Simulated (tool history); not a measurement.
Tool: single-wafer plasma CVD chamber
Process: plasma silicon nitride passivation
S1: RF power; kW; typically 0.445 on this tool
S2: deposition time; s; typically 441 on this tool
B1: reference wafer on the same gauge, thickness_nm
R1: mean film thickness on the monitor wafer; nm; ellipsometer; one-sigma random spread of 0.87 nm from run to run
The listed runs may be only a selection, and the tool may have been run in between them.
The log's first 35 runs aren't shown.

run 36 day=18.058 | S1=0.41 S2=441 | B1=586.002 | R1=573.462
run 37 day=18.742 | S1=0.395 S2=501 | B1=586.011 | R1=645.601
run 38 day=19.475 | S1=0.475 S2=390 | B1=586.08 | R1=523.158
run 39 day=19.938 | S1=0.365 S2=441 | B1=585.748 | R1=560.524
run 40 day=20.308 | S1=0.525 S2=490 | B1=586.039 | R1=672.714
run 41 day=20.792 | S1=0.38 S2=518 | B1=586.052 | R1=661.502
run 42 day=21.146 | S1=0.445 S2=441 | B1=586.123 | R1=584
run 43 day=21.542 | S1=0.4 S2=487 | B1=586.075 | R1=628.209
run 44 day=22.046 | S1=0.475 S2=515 | B1=585.779 | R1=692.857

Each row is a separate what-if for the run after 44, all from the same tool condition, not one after another. Results?
run A day=22.067 | S1=0.445 S2=441 | B1=? | R1=?
run B day=22.067 | S1=0.475 S2=518 | B1=? | R1=?
run C day=22.067 | S1=0.485 S2=408 | B1=? | R1=?

run=A B1=586.15 R1=582.928
run=B B1=586.15 R1=694.813
run=C B1=586.15 R1=549.859
The same runs, with their run-to-run variation unchanged, on a tool lacking any hidden condition would have given:
run=A R1=582.928
run=B R1=694.813
run=C R1=549.859

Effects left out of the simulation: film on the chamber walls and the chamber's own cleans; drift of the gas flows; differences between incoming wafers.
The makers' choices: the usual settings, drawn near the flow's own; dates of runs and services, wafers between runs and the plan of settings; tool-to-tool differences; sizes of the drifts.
